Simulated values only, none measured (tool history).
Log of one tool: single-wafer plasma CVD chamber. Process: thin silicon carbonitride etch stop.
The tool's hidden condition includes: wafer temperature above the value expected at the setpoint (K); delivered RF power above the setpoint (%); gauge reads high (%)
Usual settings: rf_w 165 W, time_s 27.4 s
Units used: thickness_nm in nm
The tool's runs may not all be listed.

run	hour	rf_w	time_s	wafers since the last listed run	hours since the last thermocouple change	hours since the last RF generator calibration	hours since the showerhead was replaced	hours since the gauge calibration	read-back reference wafer on the same gauge, thickness_nm	thickness_nm
1	0.0	165	25.8	0	336.6	574.8	3331.6	647.3	14.998	12.751
2	27.9	165	27.4	684	364.5	602.7	3359.5	675.2	15.002	13.595
3	93.5	165	27.4	1610	430.1	668.3	3425.1	740.8	14.988	13.655
4	132.4	165	27.4	954	469.0	707.2	3464.0	779.7	15.004	13.587
5	162.4	165	27.4	736	499.0	737.2	3494.0	809.7	15.015	13.561
6	218.5	165	27.4	1376	555.1	793.3	3550.1	865.8	14.993	13.586
7	278.2	165	27.4	1465	614.8	853.0	3609.8	925.5	15.007	13.676
8	304.4	175	27.4	643	641.0	879.2	3636.0	951.7	14.993	13.790
9	358.5	175	27.4	1327	695.1	933.3	3690.1	1005.8	14.996	13.844
10	558.2	165	27.4	4901	894.8	1133.0	3889.8	1205.5	14.986	13.653
11	624.6	165	27.4	1629	961.2	1199.4	3956.2	1271.9	15.005	13.610
12	673.0	165	29.3	1187	1009.6	1247.8	4004.6	1320.3	15.015	14.552
13	723.9	165	29.3	1249	1060.5	1298.7	4055.5	1371.2	14.987	14.569
# hour 753.6: showerhead replaced
14	778.9	180	27.4	1153	1115.5	1353.7	25.3	1426.2	14.991	13.885
15	816.4	180	27.4	920	1153.0	1391.2	62.8	1463.7	15.006	13.916
16	869.4	180	27.4	1300	1206.0	1444.2	115.8	1516.7	15.007	13.991
17	937.1	185	29.8	1661	1273.7	1511.9	183.5	1584.4	14.991	15.353
18	980.8	150	27.4	1072	1317.4	1555.6	227.2	1628.1	14.996	13.272
19	1047.9	165	27.4	1646	1384.5	1622.7	294.3	1695.2	14.996	13.553
# hour 1122.0: RF generator calibrated
# hour 1242.9: gauge calibrated
20	1257.5	185	25.3	4948	1594.1	135.5	503.9	14.6	15.011	12.995
21	1309.7	135	32.3	1281	1646.3	187.7	556.1	66.8	14.997	15.179
22	1347.3	135	27.4	922	1683.9	225.3	593.7	104.4	14.992	12.853
23	1383.9	180	24.2	898	1720.5	261.9	630.3	141.0	15.004	12.331
24	1447.5	140	24.9	1561	1784.1	325.5	693.9	204.6	15.004	11.771
# hour 1506.5: thermocouple changed; heater temperature recalibrated
25	1518.5	185	22.9	1546	12.0	396.5	764.9	275.6	14.997	11.759
26	1557.0	190	25.7	944	50.5	435.0	803.4	314.1	15.012	13.283
27	1600.7	165	27.4	1072	94.2	478.7	847.1	357.8	15.005	13.621
28	1646.3	165	27.4	1119	139.8	524.3	892.7	403.4	14.998	13.528
29	1714.3	195	27.4	1669	207.8	592.3	960.7	471.4	15.008	14.218
30	1772.6	150	27.4	1430	266.1	650.6	1019.0	529.7	15.007	13.204
31	1863.6	140	22.2	2233	357.1	741.6	1110.0	620.7	15.001	10.533
32	1928.8	135	31.4	1600	422.3	806.8	1175.2	685.9	14.992	14.763

Describe how what the log doesn't record of the tool's condition differs between the last listed run preceding each entry between runs and the first listed run following it.
Logged between run 13 and run 14: showerhead replaced (hour 753.6)
  nothing in the hidden state changes from one run to the other
Logged between run 19 and run 20: RF generator calibrated (hour 1122.0); gauge calibrated (hour 1242.9)
  nothing in the hidden state changes from one run to the other
Logged between run 24 and run 25: thermocouple changed; heater temperature recalibrated (hour 1506.5)
  nothing in the hidden state changes from one run to the other
